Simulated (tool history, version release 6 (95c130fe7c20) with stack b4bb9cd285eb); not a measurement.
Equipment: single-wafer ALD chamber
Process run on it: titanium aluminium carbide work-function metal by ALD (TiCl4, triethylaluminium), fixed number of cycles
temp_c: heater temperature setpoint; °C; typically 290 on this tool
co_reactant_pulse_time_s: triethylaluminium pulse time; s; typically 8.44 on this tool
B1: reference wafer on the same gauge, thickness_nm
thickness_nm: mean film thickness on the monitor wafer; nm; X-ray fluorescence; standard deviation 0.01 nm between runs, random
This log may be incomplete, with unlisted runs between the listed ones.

run 1 hour=0 | temp_c=290 co_reactant_pulse_time_s=8.44 | B1=1.772 | thickness_nm=1.839
run 2 hour=31.3 | temp_c=290 co_reactant_pulse_time_s=8.44 | B1=1.767 | thickness_nm=1.844
run 3 hour=84.6 | temp_c=290 co_reactant_pulse_time_s=8.44 | B1=1.769 | thickness_nm=1.837
run 4 hour=118.1 | temp_c=290 co_reactant_pulse_time_s=8.44 | B1=1.77 | thickness_nm=1.828
run 5 hour=151 | temp_c=290 co_reactant_pulse_time_s=8.44 | B1=1.766 | thickness_nm=1.833
run 6 hour=207.4 | temp_c=290 co_reactant_pulse_time_s=9.9 | B1=1.771 | thickness_nm=1.874
run 7 hour=247 | temp_c=290 co_reactant_pulse_time_s=9.9 | B1=1.769 | thickness_nm=1.86
-- hour=304.1 showerhead replaced
run 8 hour=306.9 | temp_c=290 co_reactant_pulse_time_s=9.9 | B1=1.77 | thickness_nm=1.881
run 9 hour=346.1 | temp_c=290 co_reactant_pulse_time_s=10.6 | B1=1.767 | thickness_nm=1.898
run 10 hour=403.6 | temp_c=290 co_reactant_pulse_time_s=10.6 | B1=1.77 | thickness_nm=1.873
run 11 hour=471.9 | temp_c=290 co_reactant_pulse_time_s=8.44 | B1=1.767 | thickness_nm=1.824
run 12 hour=525.1 | temp_c=290 co_reactant_pulse_time_s=8.44 | B1=1.77 | thickness_nm=1.838
-- hour=556.6 triethylaluminium bottle replaced
run 13 hour=574.4 | temp_c=290 co_reactant_pulse_time_s=9.26 | B1=1.77 | thickness_nm=1.861
-- hour=582.9 thermocouple changed; heater temperature recalibrated
run 14 hour=609.4 | temp_c=285 co_reactant_pulse_time_s=10.25 | B1=1.771 | thickness_nm=1.845
run 15 hour=677.2 | temp_c=297 co_reactant_pulse_time_s=8.44 | B1=1.769 | thickness_nm=1.886
run 16 hour=717.9 | temp_c=296 co_reactant_pulse_time_s=5.25 | B1=1.768 | thickness_nm=1.647
run 17 hour=760.1 | temp_c=298 co_reactant_pulse_time_s=10.87 | B1=1.77 | thickness_nm=1.951
run 18 hour=814.2 | temp_c=290 co_reactant_pulse_time_s=8.44 | B1=1.77 | thickness_nm=1.826
run 19 hour=853.5 | temp_c=290 co_reactant_pulse_time_s=8.44 | B1=1.771 | thickness_nm=1.843
run 20 hour=888.3 | temp_c=284 co_reactant_pulse_time_s=6.34 | B1=1.766 | thickness_nm=1.672
run 21 hour=925.6 | temp_c=290 co_reactant_pulse_time_s=6.52 | B1=1.769 | thickness_nm=1.729
-- hour=953.4 gauge calibrated
run 22 hour=969.4 | temp_c=278 co_reactant_pulse_time_s=10.1 | B1=1.766 | thickness_nm=1.79
run 23 hour=1108.2 | temp_c=304 co_reactant_pulse_time_s=5.4 | B1=1.769 | thickness_nm=1.713
run 24 hour=1171.2 | temp_c=282 co_reactant_pulse_time_s=10.09 | B1=1.767 | thickness_nm=1.817
run 25 hour=1229.8 | temp_c=276 co_reactant_pulse_time_s=9.52 | B1=1.768 | thickness_nm=1.757
run 26 hour=1273.1 | temp_c=290 co_reactant_pulse_time_s=8.44 | B1=1.768 | thickness_nm=1.829
run 27 hour=1309.5 | temp_c=277 co_reactant_pulse_time_s=5.73 | B1=1.773 | thickness_nm=1.581
run 28 hour=1367.3 | temp_c=299 co_reactant_pulse_time_s=10.27 | B1=1.772 | thickness_nm=1.95
run 29 hour=1472.5 | temp_c=282 co_reactant_pulse_time_s=10.08 | B1=1.77 | thickness_nm=1.826
run 30 hour=1499.8 | temp_c=290 co_reactant_pulse_time_s=8.44 | B1=1.766 | thickness_nm=1.837
run 31 hour=1560.4 | temp_c=280 co_reactant_pulse_time_s=10.57 | B1=1.772 | thickness_nm=1.822
run 32 hour=1665.8 | temp_c=290 co_reactant_pulse_time_s=10.6 | B1=1.772 | thickness_nm=1.868
-- hour=1722.6 thermocouple changed; heater temperature recalibrated
run 33 hour=1723.1 | temp_c=276 co_reactant_pulse_time_s=9.93 | B1=1.768 | thickness_nm=1.78

What if the next run were any one of these 4? Each begins from the tool's condition after run 33:
run A hour=1723.5 | temp_c=290 co_reactant_pulse_time_s=5.42 | B1=? | thickness_nm=?
run B hour=1723.5 | temp_c=284 co_reactant_pulse_time_s=6.74 | B1=? | thickness_nm=?
run C hour=1723.5 | temp_c=286 co_reactant_pulse_time_s=5.93 | B1=? | thickness_nm=?
run D hour=1723.5 | temp_c=302 co_reactant_pulse_time_s=8.44 | B1=? | thickness_nm=?

run=A B1=1.77 thickness_nm=1.634
run=B B1=1.77 thickness_nm=1.704
run=C B1=1.77 thickness_nm=1.656
run=D B1=1.77 thickness_nm=1.918
With no hidden state in the tool, these same runs would have given:
run=A thickness_nm=1.634
run=B thickness_nm=1.704
run=C thickness_nm=1.656
run=D thickness_nm=1.918
